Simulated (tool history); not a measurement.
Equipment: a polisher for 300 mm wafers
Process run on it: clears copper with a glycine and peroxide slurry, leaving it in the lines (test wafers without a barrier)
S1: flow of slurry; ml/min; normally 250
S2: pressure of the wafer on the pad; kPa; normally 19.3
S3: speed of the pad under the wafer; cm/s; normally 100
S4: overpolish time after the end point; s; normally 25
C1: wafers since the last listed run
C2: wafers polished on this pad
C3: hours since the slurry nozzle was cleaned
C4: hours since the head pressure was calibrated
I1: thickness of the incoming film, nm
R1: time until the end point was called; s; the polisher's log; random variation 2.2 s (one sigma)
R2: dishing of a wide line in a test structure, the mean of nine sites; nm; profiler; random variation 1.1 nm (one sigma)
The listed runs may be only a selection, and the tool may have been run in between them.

run,hour,S1,S2,S3,S4,C1,C2,C3,C4,I1,R1,R2
1,0,250,19.3,100,25,0,43,258.2,268.2,859.9,187.4,70.4
2,11.6,250,19.3,100,25,104,147,269.8,279.8,861.1,188.9,69
3,18.2,250,19.3,100,25,59,206,276.4,286.4,869.3,188.4,69.1
4,34.8,250,19.3,100,25,148,355,293,303,858.9,196,67.8
5,50.6,250,19.3,100,25,141,497,308.8,318.8,853,194.9,64.7
6,66.4,250,19.3,100,25,141,638,324.6,334.6,863.7,201.2,64.4
7,81.4,250,19.3,100,30,134,773,339.6,349.6,855,202,72.2
# hour 95.4: worn pad replaced by a new one
8,97.7,225,16.5,126,13,110,20,355.9,365.9,858.6,169.6,44

Predict the results of run 9:
9,105.5,200,25.5,66,11,69,90,363.7,373.7,866.9,?,?

{"run 9": {"R1": 216.5, "R2": 30.5}}
With no hidden state in the tool, this same run would have given R1 211.7 s, R2 31.1 nm.

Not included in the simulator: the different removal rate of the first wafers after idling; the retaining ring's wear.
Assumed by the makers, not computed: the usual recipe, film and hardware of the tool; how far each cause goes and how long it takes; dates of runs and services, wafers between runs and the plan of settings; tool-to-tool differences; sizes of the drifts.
